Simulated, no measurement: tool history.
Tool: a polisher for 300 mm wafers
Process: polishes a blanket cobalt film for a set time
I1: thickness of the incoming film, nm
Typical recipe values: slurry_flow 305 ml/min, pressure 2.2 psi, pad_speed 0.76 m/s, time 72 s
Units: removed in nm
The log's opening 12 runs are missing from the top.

-- day=11.308 worn pad replaced by a new one
run 13 day=13.329 | slurry_flow=380 pressure=2.2 pad_speed=0.76 time=53 | I1=1141.6 | removed=222.4
run 14 day=14.221 | slurry_flow=305 pressure=2.9 pad_speed=0.76 time=96 | I1=1133.7 | removed=499.4
run 15 day=15.329 | slurry_flow=305 pressure=2.2 pad_speed=0.76 time=72 | I1=1147.6 | removed=294.9
run 16 day=18.346 | slurry_flow=305 pressure=1.5 pad_speed=0.54 time=80 | I1=1165.7 | removed=171
run 17 day=19.771 | slurry_flow=305 pressure=2.2 pad_speed=0.76 time=84 | I1=1158 | removed=336.7
-- day=20.088 slurry nozzle cleaned
run 18 day=21.088 | slurry_flow=305 pressure=1.6 pad_speed=0.76 time=72 | I1=1133.4 | removed=223.3
-- day=21.546 worn pad replaced by a new one
run 19 day=22.138 | slurry_flow=305 pressure=1.9 pad_speed=0.58 time=72 | I1=1147 | removed=202.8
run 20 day=22.671 | slurry_flow=340 pressure=2.2 pad_speed=0.68 time=72 | I1=1131.3 | removed=270.7
run 21 day=23.854 | slurry_flow=305 pressure=2.8 pad_speed=0.76 time=50 | I1=1147.5 | removed=256.4
run 22 day=24.633 | slurry_flow=270 pressure=1.4 pad_speed=0.76 time=79 | I1=1130.3 | removed=224
run 23 day=25.733 | slurry_flow=305 pressure=2.2 pad_speed=0.76 time=82 | I1=1171.4 | removed=338.4
run 24 day=27.142 | slurry_flow=260 pressure=2.2 pad_speed=0.6 time=80 | I1=1132.8 | removed=258
run 25 day=28.125 | slurry_flow=360 pressure=2.2 pad_speed=0.76 time=72 | I1=1140.5 | removed=295
run 26 day=29.308 | slurry_flow=305 pressure=2.2 pad_speed=0.76 time=78 | I1=1168.4 | removed=314.3
run 27 day=30.475 | slurry_flow=305 pressure=1.9 pad_speed=0.84 time=62 | I1=1150.1 | removed=248.3
run 28 day=31.008 | slurry_flow=375 pressure=2.2 pad_speed=0.76 time=72 | I1=1132 | removed=290.5
-- day=31.65 worn pad replaced by a new one
run 29 day=31.9 | slurry_flow=305 pressure=2.2 pad_speed=0.76 time=72 | I1=1151.3 | removed=300
-- day=33.262 slurry nozzle cleaned
run 30 day=33.279 | slurry_flow=305 pressure=2.2 pad_speed=0.88 time=72 | I1=1141.3 | removed=346.3
run 31 day=34.158 | slurry_flow=335 pressure=2.2 pad_speed=0.76 time=54 | I1=1169.3 | removed=222.3
run 32 day=34.7 | slurry_flow=305 pressure=2.2 pad_speed=0.76 time=72 | I1=1156 | removed=299.6
run 33 day=35.467 | slurry_flow=400 pressure=2.2 pad_speed=0.86 time=72 | I1=1132.9 | removed=342.9
run 34 day=36.454 | slurry_flow=305 pressure=3 pad_speed=0.94 time=72 | I1=1132.9 | removed=476.3
run 35 day=37.417 | slurry_flow=270 pressure=2.2 pad_speed=0.96 time=72 | I1=1168.5 | removed=367
run 36 day=38.296 | slurry_flow=305 pressure=2.2 pad_speed=0.76 time=78 | I1=1153.6 | removed=316.4

Here are 5 independent what-if runs from the current tool condition. What would each one return?
run A day=38.312 | slurry_flow=305 pressure=2.2 pad_speed=0.76 time=72 | I1=1162.8 | removed=?
run B day=38.312 | slurry_flow=265 pressure=3 pad_speed=0.84 time=72 | I1=1162.8 | removed=?
run C day=38.312 | slurry_flow=375 pressure=1.5 pad_speed=0.76 time=92 | I1=1162.8 | removed=?
run D day=38.312 | slurry_flow=305 pressure=1.7 pad_speed=0.6 time=72 | I1=1162.8 | removed=?
run E day=38.312 | slurry_flow=270 pressure=2.2 pad_speed=0.6 time=88 | I1=1162.8 | removed=?

run=A removed=292.7
run=B removed=419.8
run=C removed=276.3
run=D removed=186.7
run=E removed=280.6
The same runs, with their run-to-run variation unchanged, on a tool lacking any hidden condition would have given:
run=A removed=301.4
run=B removed=432.3
run=C removed=284.5
run=D removed=192.2
run=E removed=288.9
